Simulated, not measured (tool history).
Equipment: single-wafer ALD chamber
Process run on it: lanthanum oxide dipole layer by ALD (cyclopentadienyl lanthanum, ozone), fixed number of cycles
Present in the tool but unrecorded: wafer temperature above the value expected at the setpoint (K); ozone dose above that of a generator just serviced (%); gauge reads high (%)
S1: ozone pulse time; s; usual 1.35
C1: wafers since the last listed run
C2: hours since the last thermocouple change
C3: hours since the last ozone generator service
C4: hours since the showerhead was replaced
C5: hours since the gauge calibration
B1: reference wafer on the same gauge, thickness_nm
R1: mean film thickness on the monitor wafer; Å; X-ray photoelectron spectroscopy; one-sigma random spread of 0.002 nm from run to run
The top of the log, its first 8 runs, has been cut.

{"run": 9, "hour": 611.5, "S1": 1.1, "C1": 660, "C2": 432.4, "C3": 377.5, "C4": 316.4, "C5": 1641.2, "B1": 0.419, "R1": 4.69}
{"run": 10, "hour": 636.2, "S1": 1.61, "C1": 485, "C2": 457.1, "C3": 402.2, "C4": 341.1, "C5": 1665.9, "B1": 0.419, "R1": 5.09}
{"run": 11, "hour": 693.3, "S1": 0.99, "C1": 1123, "C2": 514.2, "C3": 459.3, "C4": 398.2, "C5": 1723.0, "B1": 0.419, "R1": 4.56}
{"run": 12, "hour": 745.8, "S1": 1.35, "C1": 1032, "C2": 566.7, "C3": 511.8, "C4": 450.7, "C5": 1775.5, "B1": 0.419, "R1": 4.9}
{"run": 13, "hour": 789.9, "S1": 1.88, "C1": 867, "C2": 610.8, "C3": 555.9, "C4": 494.8, "C5": 1819.6, "B1": 0.419, "R1": 5.2}
{"run": 14, "hour": 822.5, "S1": 1.35, "C1": 641, "C2": 643.4, "C3": 588.5, "C4": 527.4, "C5": 1852.2, "B1": 0.419, "R1": 4.88}
{"run": 15, "hour": 880.6, "S1": 1.35, "C1": 1142, "C2": 701.5, "C3": 646.6, "C4": 585.5, "C5": 1910.3, "B1": 0.419, "R1": 4.9}
{"run": 16, "hour": 910.4, "S1": 1.5, "C1": 586, "C2": 731.3, "C3": 676.4, "C4": 615.3, "C5": 1940.1, "B1": 0.419, "R1": 4.99}
{"run": 17, "hour": 946.2, "S1": 0.96, "C1": 704, "C2": 767.1, "C3": 712.2, "C4": 651.1, "C5": 1975.9, "B1": 0.419, "R1": 4.48}
{"run": 18, "hour": 977.1, "S1": 0.92, "C1": 607, "C2": 798.0, "C3": 743.1, "C4": 682.0, "C5": 2006.8, "B1": 0.419, "R1": 4.4}
{"run": 19, "hour": 1023.5, "S1": 1.0, "C1": 912, "C2": 844.4, "C3": 789.5, "C4": 728.4, "C5": 2053.2, "B1": 0.418, "R1": 4.49}
{"run": 20, "hour": 1093.6, "S1": 1.35, "C1": 1378, "C2": 914.5, "C3": 859.6, "C4": 798.5, "C5": 2123.3, "B1": 0.419, "R1": 4.86}
{"run": 21, "hour": 1125.7, "S1": 1.35, "C1": 631, "C2": 946.6, "C3": 891.7, "C4": 830.6, "C5": 2155.4, "B1": 0.419, "R1": 4.87}
{"run": 22, "hour": 1162.6, "S1": 1.21, "C1": 725, "C2": 983.5, "C3": 928.6, "C4": 867.5, "C5": 2192.3, "B1": 0.419, "R1": 4.75}
{"run": 23, "hour": 1200.9, "S1": 1.13, "C1": 753, "C2": 1021.8, "C3": 966.9, "C4": 905.8, "C5": 2230.6, "B1": 0.419, "R1": 4.65}
{"hour": 1360.1, "done": "gauge calibrated"}
{"hour": 1375.8, "done": "thermocouple changed; heater temperature recalibrated"}
{"run": 24, "hour": 1386.0, "S1": 1.35, "C1": 3483, "C2": 10.2, "C3": 1152.0, "C4": 1090.9, "C5": 25.9, "B1": 0.418, "R1": 4.85}
{"run": 25, "hour": 1434.5, "S1": 1.6, "C1": 953, "C2": 58.7, "C3": 1200.5, "C4": 1139.4, "C5": 74.4, "B1": 0.42, "R1": 5.01}
{"run": 26, "hour": 1470.0, "S1": 1.16, "C1": 698, "C2": 94.2, "C3": 1236.0, "C4": 1174.9, "C5": 109.9, "B1": 0.419, "R1": 4.66}
{"run": 27, "hour": 1531.7, "S1": 0.97, "C1": 1213, "C2": 155.9, "C3": 1297.7, "C4": 1236.6, "C5": 171.6, "B1": 0.419, "R1": 4.46}
{"run": 28, "hour": 1572.0, "S1": 1.2, "C1": 792, "C2": 196.2, "C3": 1338.0, "C4": 1276.9, "C5": 211.9, "B1": 0.419, "R1": 4.71}
{"run": 29, "hour": 1610.5, "S1": 1.06, "C1": 757, "C2": 234.7, "C3": 1376.5, "C4": 1315.4, "C5": 250.4, "B1": 0.419, "R1": 4.52}
{"run": 30, "hour": 1676.0, "S1": 1.05, "C1": 1288, "C2": 300.2, "C3": 1442.0, "C4": 1380.9, "C5": 315.9, "B1": 0.419, "R1": 4.54}
{"run": 31, "hour": 1743.9, "S1": 1.64, "C1": 1335, "C2": 368.1, "C3": 1509.9, "C4": 1448.8, "C5": 383.8, "B1": 0.419, "R1": 5.01}

Run 32, settings as shown, results not yet in. Your forecast:
{"run": 32, "hour": 1792.9, "S1": 1.72, "C1": 963, "C2": 417.1, "C3": 1558.9, "C4": 1497.8, "C5": 432.8, "B1": "?", "R1": "?"}

{"run 32": {"B1": 0.419, "R1": 5.04}}
Were there no unlogged condition in the tool, this run, its random variation unchanged, would have produced R1 5.15 Å.
